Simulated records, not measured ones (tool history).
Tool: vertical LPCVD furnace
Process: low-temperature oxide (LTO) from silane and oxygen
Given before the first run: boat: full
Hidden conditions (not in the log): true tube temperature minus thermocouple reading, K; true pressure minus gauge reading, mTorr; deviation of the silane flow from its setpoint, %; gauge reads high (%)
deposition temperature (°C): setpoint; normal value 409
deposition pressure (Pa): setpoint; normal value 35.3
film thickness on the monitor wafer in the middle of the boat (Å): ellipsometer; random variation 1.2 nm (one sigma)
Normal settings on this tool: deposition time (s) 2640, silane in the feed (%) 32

run   hour  deposition temperature (°C)  deposition pressure (Pa)  deposition time (s)  silane in the feed (%)  wafers since the last listed run  hours since the last temperature calibration  hours since the pressure gauge was zeroed  hours since the silane flow controller was replaced  hours since the gauge calibration  read-back reference wafer on the same gauge, thickness  film thickness on the monitor wafer in the middle of the boat (Å)
  1      0                          412                      35.3                 2640                      32                                 0                                        2576.7                                     2402.8                                               2239.1                              172.4                                                  428.32                                                             4098.4
  2   19.2                          412                      35.3                 2640                      32                               270                                        2595.9                                       2422                                               2258.3                              191.6                                                  427.96                                                             4091.4
  3   46.7                          409                      41.3                 2640                      32                               387                                        2623.4                                     2449.5                                               2285.8                              219.1                                                  428.27                                                             4620.2
  4   76.5                          409                      41.3                 2640                      32                               420                                        2653.2                                     2479.3                                               2315.6                              248.9                                                  428.04                                                               4602
  5   92.4                          409                      35.3                 2640                      32                               224                                        2669.1                                     2495.2                                               2331.5                              264.8                                                  427.93                                                               3966
  6    113                          409                      35.3                 2640                      32                               290                                        2689.7                                     2515.8                                               2352.1                              285.4                                                  427.73                                                             3964.5
  7  145.9                          409                      35.3                 2640                      32                               463                                        2722.6                                     2548.7                                                 2385                              318.3                                                  428.11                                                             3985.5
  8  178.3                          409                        32                 2640                      32                               456                                          2755                                     2581.1                                               2417.4                              350.7                                                  427.91                                                             3653.3
  9  203.2                          409                        32                 2640                      32                               351                                        2779.9                                       2606                                               2442.3                              375.6                                                  427.64                                                             3638.8
 10  216.5                          409                      35.3                 3450                      27                               187                                        2793.2                                     2619.3                                               2455.6                              388.9                                                  428.04                                                             4079.2
 11  234.3                          409                      35.3                 3030                      32                               250                                          2811                                     2637.1                                               2473.4                              406.7                                                  427.86                                                             4572.2
 12  261.7                          409                      35.3                 3030                      32                               386                                        2838.4                                     2664.5                                               2500.8                              434.1                                                  427.87                                                             4598.7
 13  276.1                          409                      35.3                 2640                      36                               203                                        2852.8                                     2678.9                                               2515.2                              448.5                                                  428.22                                                             4679.9
     308.8  -- silane flow controller replaced
     331.7  -- pressure gauge zeroed
 14  332.2                          402                        42                 2310                      30                               128                                        2908.9                                        0.5                                                 23.4                              504.6                                                  428.01                                                             3358.5
 15  335.8                          404                        32                 2640                      32                                50                                        2912.5                                        4.1                                                   27                              508.2                                                  427.94                                                             3284.6
 16  348.6                          400                      42.7                 3090                      32                               180                                        2925.3                                       16.9                                                 39.8                                521                                                  427.88                                                             4882.7
 17  380.1                          409                      35.3                 2640                      32                               444                                        2956.8                                       48.4                                                 71.3                              552.5                                                  428.23                                                             3842.7
     419.7  -- thermocouples replaced and temperature profile calibrated
 18  420.2                          416                      35.3                 2640                      32                               226                                           0.5                                       88.5                                                111.4                              592.6                                                   428.1                                                             4146.1
     435.4  -- gauge calibrated
 19  436.7                          409                      35.3                 2640                      32                               232                                            17                                        105                                                127.9                                1.3                                                   427.9                                                               3845
 20  461.4                          399                      35.3                 2640                      32                               348                                          41.7                                      129.7                                                152.6                                 26                                                  428.06                                                             3405.4
 21  488.3                          409                      35.3                 1650                      32                               379                                          68.6                                      156.6                                                179.5                               52.9                                                  427.79                                                             2403.6
 22  517.6                          409                      42.7                 2640                      38                               413                                          97.9                                      185.9                                                208.8                               82.2                                                  427.82                                                             5789.9
 23    537                          409                      35.3                 2640                      30                               273                                         117.3                                      205.3                                                228.2                              101.6                                                  428.08                                                             3507.6
 24  563.9                          413                      41.3                 1980                      27                               379                                         144.2                                      232.2                                                255.1                              128.5                                                   427.9                                                               2743
 25    595                          414                      35.3                 2640                      32                               438                                         175.3                                      263.3                                                286.2                              159.6                                                  427.62                                                             4052.9
 26  622.4                          409                      28.7                 2640                      32                               386                                         202.7                                      290.7                                                313.6                                187                                                  428.06                                                               3119

Predict each of these 5 candidate next runs independently; none follows another, all start after run 26:
  A   626                          409                      35.3                 2130                      32                                50                                         206.3                                      294.3                                                317.2                              190.6                                                       ?                                                                  ?
  B   626                          409                      35.3                 2640                      26                                50                                         206.3                                      294.3                                                317.2                              190.6                                                       ?                                                                  ?
  C   626                          406                      35.3                 2100                      28                                50                                         206.3                                      294.3                                                317.2                              190.6                                                       ?                                                                  ?
  D   626                          409                      26.7                 3630                      32                                50                                         206.3                                      294.3                                                317.2                              190.6                                                       ?                                                                  ?
  E   626                          420                      39.3                 1800                      32                                50                                         206.3                                      294.3                                                317.2                              190.6                                                       ?                                                                  ?

run  read-back reference wafer on the same gauge, thickness  film thickness on the monitor wafer in the middle of the boat (Å)
  A                                                  427.88                                                             3071.7
  B                                                  427.88                                                               2809
  C                                                  427.88                                                             2412.4
  D                                                  427.88                                                             3960.2
  E                                                  427.88                                                             3262.4
The same runs, with their run-to-run variation unchanged, on a tool lacking any hidden condition would have given:
run  film thickness on the monitor wafer in the middle of the boat (Å)
  A                                                             3049.5
  B                                                             2788.6
  C                                                               2395
  D                                                             3922.3
  E                                                             3241.2
